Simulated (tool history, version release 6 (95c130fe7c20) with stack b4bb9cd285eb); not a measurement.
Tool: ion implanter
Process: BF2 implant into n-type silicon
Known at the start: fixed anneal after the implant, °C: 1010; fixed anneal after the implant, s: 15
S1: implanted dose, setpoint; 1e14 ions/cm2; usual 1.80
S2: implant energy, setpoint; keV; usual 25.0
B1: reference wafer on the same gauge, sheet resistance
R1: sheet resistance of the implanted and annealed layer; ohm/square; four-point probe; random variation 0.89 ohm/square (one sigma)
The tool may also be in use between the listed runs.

run    day    S1    S2      B1      R1
  1  0.000  1.80  25.0  627.74  597.19
  2  0.338  1.80  25.0  627.85  596.22
  3  0.854  1.80  25.0  627.81  596.45
  4  1.396  1.80  25.0  627.84  595.13
  5  1.883  1.80  25.0  628.04  596.21
     2.108  -- gauge calibrated
  6  2.192  1.80  25.0  627.68  597.50
  7  2.775  1.80  31.5  627.97  582.93
  8  3.154  1.62  22.0  628.04  661.72
  9  3.588  1.39  31.0  628.15  717.75
     3.958  -- extraction supply calibrated
 10  4.050  1.80  25.0  627.88  595.94
     4.417  -- Faraday cup replaced and dose calibrated
 11  4.438  1.80  25.0  627.72  597.22
 12  4.912  2.28  18.0  628.03  503.29
 13  5.342  1.94  25.0  628.28  559.91

Run 14 comes next. What will it give?
 14  5.650  2.23  21.0   ?   ?

B1: 627.74
R1: 505.20 ohm/square
Without the tool's hidden state the same run would have given R1 505.20 ohm/square.

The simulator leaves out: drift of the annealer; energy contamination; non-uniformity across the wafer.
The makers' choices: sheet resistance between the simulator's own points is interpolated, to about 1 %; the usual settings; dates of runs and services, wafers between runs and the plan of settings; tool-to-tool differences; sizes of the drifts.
